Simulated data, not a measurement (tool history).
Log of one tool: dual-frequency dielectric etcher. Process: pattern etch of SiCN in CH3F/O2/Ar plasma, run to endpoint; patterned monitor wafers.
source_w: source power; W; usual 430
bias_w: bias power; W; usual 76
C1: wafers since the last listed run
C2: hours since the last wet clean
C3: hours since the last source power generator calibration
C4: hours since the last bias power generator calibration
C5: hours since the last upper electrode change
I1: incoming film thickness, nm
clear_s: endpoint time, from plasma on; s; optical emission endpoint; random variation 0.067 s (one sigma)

Run 1, day 0.000: usual settings but source_w 500 W; C1 0; C2 329.3; C3 3030.0; C4 3090.3; C5 3500.1; I1 9.66. Result: clear_s 22.3 s.
Run 2, day 0.333: usual settings but source_w 500 W; C1 99; C2 337.3; C3 3038.0; C4 3098.3; C5 3508.1; I1 9.64. Result: clear_s 22.3 s.
Run 3, day 0.729: usual settings but source_w 460 W, bias_w 64 W; C1 118; C2 346.8; C3 3047.5; C4 3107.8; C5 3517.6; I1 9.66. Result: clear_s 24.1 s.
Run 4, day 1.158: usual settings but source_w 460 W, bias_w 64 W; C1 128; C2 357.1; C3 3057.8; C4 3118.1; C5 3527.9; I1 9.67. Result: clear_s 24.2 s.
Run 5, day 1.521: usual settings; C1 108; C2 365.8; C3 3066.5; C4 3126.8; C5 3536.6; I1 9.65. Result: clear_s 23.1 s.
Run 6, day 2.688: usual settings; C1 349; C2 393.8; C3 3094.5; C4 3154.8; C5 3564.6; I1 9.68. Result: clear_s 23.1 s.
Run 7, day 3.408: usual settings; C1 216; C2 411.1; C3 3111.8; C4 3172.1; C5 3581.9; I1 9.71. Result: clear_s 23.3 s.
Run 8, day 3.750: usual settings but source_w 400 W; C1 102; C2 419.3; C3 3120.0; C4 3180.3; C5 3590.1; I1 9.64. Result: clear_s 23.4 s.
At day 4.762: source power generator calibrated.
At day 4.842: wet clean of the chamber.
At day 4.888: bias power generator calibrated.
Run 9, day 4.908: usual settings; C1 259; C2 1.6; C3 3.5; C4 0.5; C5 3617.9; I1 9.65. Result: clear_s 21.9 s.
Run 10, day 4.925: usual settings; C1 4; C2 2.0; C3 3.9; C4 0.9; C5 3618.3; I1 9.59. Result: clear_s 21.8 s.
Run 11, day 4.938: usual settings; C1 3; C2 2.3; C3 4.2; C4 1.2; C5 3618.6; I1 9.76. Result: clear_s 22.2 s.
At day 6.050: upper electrode replaced.
Run 12, day 6.071: usual settings but source_w 500 W; C1 39; C2 29.5; C3 31.4; C4 28.4; C5 0.5; I1 9.72. Result: clear_s 21.6 s.
Run 13, day 6.083: usual settings but source_w 390 W; C1 3; C2 29.8; C3 31.7; C4 28.7; C5 0.8; I1 9.62. Result: clear_s 22.3 s.
Run 14, day 6.512: usual settings but source_w 330 W, bias_w 93 W; C1 128; C2 40.1; C3 42.0; C4 39.0; C5 11.1; I1 9.68. Result: clear_s 21.4 s.
Run 15, day 7.008: usual settings but source_w 530 W, bias_w 66 W; C1 148; C2 52.0; C3 53.9; C4 50.9; C5 23.0; I1 9.63. Result: clear_s 22.2 s.
Run 16, day 7.308: usual settings; C1 89; C2 59.2; C3 61.1; C4 58.1; C5 30.2; I1 9.63. Result: clear_s 22.0 s.
Run 17, day 7.738: usual settings but source_w 340 W; C1 128; C2 69.5; C3 71.4; C4 68.4; C5 40.5; I1 9.73. Result: clear_s 23.1 s.
Run 18, day 9.538: usual settings but source_w 320 W; C1 539; C2 112.7; C3 114.6; C4 111.6; C5 83.7; I1 9.67. Result: clear_s 23.3 s.
Run 19, day 10.188: usual settings but source_w 490 W, bias_w 85 W; C1 194; C2 128.3; C3 130.2; C4 127.2; C5 99.3; I1 9.60. Result: clear_s 20.8 s.
Run 20, day 10.800: usual settings but source_w 520 W, bias_w 62 W; C1 183; C2 143.0; C3 144.9; C4 141.9; C5 114.0; I1 9.71. Result: clear_s 23.2 s.

Forecast run 21:
Run 21, day 11.304: usual settings but source_w 360 W, bias_w 90 W; C1 151; C2 155.1; C3 157.0; C4 154.0; C5 126.1; I1 9.59. Result: clear_s ?.

clear_s: 21.4 s
Without the tool's hidden state the same run would have given clear_s 21.3 s.

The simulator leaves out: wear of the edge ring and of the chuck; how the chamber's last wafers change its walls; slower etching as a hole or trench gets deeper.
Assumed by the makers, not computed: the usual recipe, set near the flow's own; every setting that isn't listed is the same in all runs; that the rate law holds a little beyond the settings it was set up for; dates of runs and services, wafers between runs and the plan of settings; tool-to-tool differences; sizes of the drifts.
